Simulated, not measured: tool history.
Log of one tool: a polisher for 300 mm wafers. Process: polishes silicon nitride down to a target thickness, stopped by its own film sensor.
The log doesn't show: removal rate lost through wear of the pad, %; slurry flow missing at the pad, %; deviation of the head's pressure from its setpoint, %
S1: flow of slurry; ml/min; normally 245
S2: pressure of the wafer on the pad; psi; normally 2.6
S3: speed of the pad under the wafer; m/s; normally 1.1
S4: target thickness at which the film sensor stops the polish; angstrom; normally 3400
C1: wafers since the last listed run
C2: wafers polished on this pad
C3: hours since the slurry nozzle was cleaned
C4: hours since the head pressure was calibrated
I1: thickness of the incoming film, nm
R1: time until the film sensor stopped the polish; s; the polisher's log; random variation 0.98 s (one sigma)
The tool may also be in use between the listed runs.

Run 1, hour 0: usual settings; C1 0; C2 1112; C3 170.6; C4 275.8; I1 454.7. Result: R1 80 s.
Run 2, hour 91.2: usual settings; C1 1164; C2 2276; C3 261.8; C4 367; I1 449.1. Result: R1 76 s.
Run 3, hour 176.5: usual settings; C1 1088; C2 3365; C3 347.1; C4 452.3; I1 444.9. Result: R1 71.7 s.
At hour 188: head pressure recalibrated.
Run 4, hour 251.4: usual settings but S4 3640 angstrom; C1 930; C2 4295; C3 422; C4 63.4; I1 455.1. Result: R1 62.6 s.
At hour 291.2: worn pad replaced by a new one.
Run 5, hour 338.1: usual settings; C1 1055; C2 599; C3 508.7; C4 150.1; I1 448.8. Result: R1 74.5 s.
Run 6, hour 423.4: usual settings; C1 1088; C2 1688; C3 594; C4 235.4; I1 452.8. Result: R1 76.6 s.
Run 7, hour 507.5: usual settings; C1 1073; C2 2761; C3 678.1; C4 319.5; I1 447.6. Result: R1 74.2 s.
Run 8, hour 608: usual settings but S3 1.3 m/s, S4 3650 angstrom; C1 1282; C2 4044; C3 778.6; C4 420; I1 445.4. Result: R1 47.6 s.
At hour 620.9: slurry nozzle cleaned.
At hour 636.7: head pressure recalibrated.
Run 9, hour 688.1: usual settings but S3 1.3 m/s, S4 3650 angstrom; C1 984; C2 5028; C3 67.2; C4 51.4; I1 444.1. Result: R1 48.1 s.
At hour 726.9: worn pad replaced by a new one.
Run 10, hour 765.6: usual settings; C1 938; C2 493; C3 144.7; C4 128.9; I1 451.1. Result: R1 76.4 s.
Run 11, hour 865.6: usual settings; C1 1276; C2 1770; C3 244.7; C4 228.9; I1 449.8. Result: R1 76.4 s.
Run 12, hour 920: usual settings; C1 694; C2 2464; C3 299.1; C4 283.3; I1 443.8. Result: R1 71.3 s.
Run 13, hour 997.9: usual settings; C1 994; C2 3459; C3 377; C4 361.2; I1 450.5. Result: R1 76 s.
At hour 1060: head pressure recalibrated.
Run 14, hour 1093.7: usual settings; C1 1197; C2 4656; C3 472.8; C4 33.7; I1 450.6. Result: R1 75.4 s.
At hour 1104.9: worn pad replaced by a new one.
Run 15, hour 1198.4: usual settings but S3 1.4 m/s, S4 3570 angstrom; C1 1285; C2 1193; C3 577.5; C4 138.4; I1 450.3. Result: R1 52.8 s.
Run 16, hour 1265.2: usual settings but S1 295 ml/min, S2 1.9 psi; C1 852; C2 2046; C3 644.3; C4 205.2; I1 441.7. Result: R1 88.3 s.
Run 17, hour 1373.1: usual settings but S1 265 ml/min, S2 2.8 psi, S3 1.28 m/s, S4 3570 angstrom; C1 1377; C2 3423; C3 752.2; C4 313.1; I1 452.9. Result: R1 55.4 s.
At hour 1462.5: head pressure recalibrated.
Run 18, hour 1475.5: usual settings but S1 210 ml/min, S2 3.4 psi, S3 0.98 m/s, S4 3610 angstrom; C1 1281; C2 4705; C3 854.6; C4 13; I1 448. Result: R1 53.3 s.
At hour 1547.4: worn pad replaced by a new one.
Run 19, hour 1572.2: usual settings; C1 1183; C2 317; C3 951.3; C4 109.7; I1 444.8. Result: R1 71.9 s.
At hour 1583: slurry nozzle cleaned.
Run 20, hour 1613.1: usual settings but S1 310 ml/min; C1 509; C2 826; C3 30.1; C4 150.6; I1 448.5. Result: R1 74 s.
Run 21, hour 1705: usual settings but S1 215 ml/min, S2 3.5 psi, S3 0.82 m/s, S4 3290 angstrom; C1 1173; C2 1999; C3 122; C4 242.5; I1 445.6. Result: R1 81.3 s.
Run 22, hour 1798: usual settings but S1 285 ml/min, S2 2.2 psi, S3 1.28 m/s; C1 1187; C2 3186; C3 215; C4 335.5; I1 454.5. Result: R1 76.7 s.
At hour 1893.2: head pressure recalibrated.
Run 23, hour 1902: usual settings; C1 1302; C2 4488; C3 319; C4 8.8; I1 457.2. Result: R1 80.7 s.
At hour 1918.5: worn pad replaced by a new one.
Run 24, hour 1999: usual settings but S2 3.3 psi; C1 1187; C2 1027; C3 416; C4 105.8; I1 451.3. Result: R1 63.4 s.

3 options for the next run, each taken on its own from the tool as it stands now. Forecast them:
Run A, hour 1999.5: usual settings; C1 6; C2 1033; C3 416.5; C4 106.3; I1 447.2. Result: R1 ?.
Run B, hour 1999.5: usual settings but S2 1.9 psi, S4 3140 angstrom; C1 6; C2 1033; C3 416.5; C4 106.3; I1 447.2. Result: R1 ?.
Run C, hour 1999.5: usual settings but S1 180 ml/min, S2 3.2 psi, S3 1.24 m/s, S4 3680 angstrom; C1 6; C2 1033; C3 416.5; C4 106.3; I1 447.2. Result: R1 ?.

run     R1
  A   73.1
  B  116.5
  C   43.2
What these runs would have given with no unlogged condition in the tool:
run     R1
  A   73.1
  B  116.5
  C   43.2
